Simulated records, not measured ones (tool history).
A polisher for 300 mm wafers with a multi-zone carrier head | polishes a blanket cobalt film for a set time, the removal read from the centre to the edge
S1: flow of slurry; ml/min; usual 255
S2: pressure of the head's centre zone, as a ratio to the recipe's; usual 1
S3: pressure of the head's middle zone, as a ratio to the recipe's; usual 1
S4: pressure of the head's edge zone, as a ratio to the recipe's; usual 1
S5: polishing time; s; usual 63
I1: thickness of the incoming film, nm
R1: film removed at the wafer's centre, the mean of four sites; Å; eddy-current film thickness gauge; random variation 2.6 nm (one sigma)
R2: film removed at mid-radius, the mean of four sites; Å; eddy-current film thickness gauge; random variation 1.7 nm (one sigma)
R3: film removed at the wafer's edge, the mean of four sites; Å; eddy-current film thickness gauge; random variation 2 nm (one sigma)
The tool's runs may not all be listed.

run	hour	S1	S2	S3	S4	S5	I1	R1	R2	R3
1	0	255	1	1	1	63	927.3	2116	2079	2024
# hour 14.1: worn pad replaced by a new one
2	38.8	255	1	1	1	63	928.6	2126	2171	2158
3	55.1	255	1	1	1	63	918.3	2148	2139	2100
# hour 111.9: worn pad replaced by a new one
4	146.5	255	1	1	1	63	926.8	2059	2062	2070
5	162.5	255	1	1	1	63	922.4	2087	2061	2018
# hour 182: centre zone pressure recalibrated
6	194.3	255	1	1	1	63	924.4	1973	1977	1935
# hour 203.6: worn pad replaced by a new one
7	206.8	255	1	1	1	63	917.9	2099	2083	2048
8	225.7	255	1	1	1	63	925.2	2019	2021	2031
# hour 229.6: slurry nozzle cleaned
9	252.1	255	1	1	1	63	931	2179	2177	2122
# hour 265.3: edge zone pressure recalibrated
10	285	330	1	1	0.96	63	938.3	2217	2199	2066
# hour 296.3: worn pad replaced by a new one
# hour 307.4: carrier head's membrane replaced by a new one
11	307.9	255	1.1	1	1	63	922.9	2416	2219	2139
12	331.2	255	1	1	1	63	933.1	2202	2170	2161
13	343.8	255	1	1	1	63	925.1	2183	2143	2085
14	359.2	255	1.11	1	1	53	933	1972	1822	1771
# hour 397.3: worn pad replaced by a new one
15	423.1	255	1	1	1	63	924.1	2161	2175	2169
16	435.1	215	0.96	1	1.08	63	918.3	2007	2068	2150
17	450.3	195	1	0.9	1.12	50	923.1	1623	1475	1699
18	474.8	315	1	0.92	1	75	932	2597	2396	2501

Some steps in R1 between neighbouring runs. How much of each would the tool show without its hidden state too (settings, what came in, random variation), and how much is left for the hidden state, with any gauge scatter that isn't in both results?
The hidden state here: removal rate lost through wear of the pad, %; slurry flow missing at the pad, %; deviation of the centre zone's pressure from its setpoint, %; deviation of the edge zone's pressure from its setpoint, %.
Run 8 -> 9: slurry nozzle cleaned. R1 +160 Å: hidden state +178, all else -18.
Run 17 -> 18: S1 195 -> 315, S3 0.9 -> 0.92, S4 1.12 -> 1, S5 50 -> 75. R1 +974 Å: hidden state -83, all else +1057.
